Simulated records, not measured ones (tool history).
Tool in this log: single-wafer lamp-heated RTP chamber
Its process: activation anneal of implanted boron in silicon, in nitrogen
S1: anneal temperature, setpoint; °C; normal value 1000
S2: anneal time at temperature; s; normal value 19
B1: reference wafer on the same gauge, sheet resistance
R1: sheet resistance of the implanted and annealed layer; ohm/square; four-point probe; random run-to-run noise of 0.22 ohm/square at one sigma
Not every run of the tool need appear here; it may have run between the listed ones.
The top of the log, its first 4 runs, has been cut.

{"run": 5, "hour": 90.7, "S1": 1000, "S2": 19, "B1": 69.5, "R1": 80.95}
{"run": 6, "hour": 146.1, "S1": 1000, "S2": 19, "B1": 69.51, "R1": 80.63}
{"hour": 192.4, "done": "reflector plate cleaned"}
{"hour": 230.2, "done": "pyrometer window cleaned and pyrometer calibrated"}
{"run": 7, "hour": 238.7, "S1": 1000, "S2": 19, "B1": 69.53, "R1": 82.16}
{"run": 8, "hour": 268.8, "S1": 1006, "S2": 19, "B1": 69.44, "R1": 80.16}
{"run": 9, "hour": 284.9, "S1": 1006, "S2": 19, "B1": 69.57, "R1": 80.51}
{"run": 10, "hour": 307.8, "S1": 1006, "S2": 19, "B1": 69.55, "R1": 80.34}
{"run": 11, "hour": 334.6, "S1": 1023, "S2": 19, "B1": 69.5, "R1": 76.84}
{"run": 12, "hour": 417.1, "S1": 1023, "S2": 19, "B1": 69.47, "R1": 76.23}
{"hour": 426.3, "done": "reflector plate cleaned"}
{"run": 13, "hour": 431.7, "S1": 1023, "S2": 19, "B1": 69.47, "R1": 76.69}
{"run": 14, "hour": 458.1, "S1": 1020, "S2": 28, "B1": 69.48, "R1": 76.27}
{"run": 15, "hour": 473.0, "S1": 1008, "S2": 19, "B1": 69.55, "R1": 79.45}
{"run": 16, "hour": 571.2, "S1": 1008, "S2": 19, "B1": 69.45, "R1": 78.64}
{"run": 17, "hour": 597.8, "S1": 977, "S2": 15, "B1": 69.48, "R1": 91.14}
{"hour": 602.8, "done": "gauge calibrated"}
{"hour": 628.6, "done": "reflector plate cleaned"}
{"run": 18, "hour": 629.1, "S1": 1014, "S2": 11, "B1": 69.51, "R1": 79.67}
{"run": 19, "hour": 643.0, "S1": 1025, "S2": 26, "B1": 69.48, "R1": 75.37}

What does the tool deliver on the next run?
{"run": 20, "hour": 677.8, "S1": 980, "S2": 14, "B1": "?", "R1": "?"}

Logged for run 20: B1 69.58, R1 90.29 ohm/square.
Take away the tool's hidden state, keep the run-to-run variation as it was, and the same run would have given R1 93.47 ohm/square.
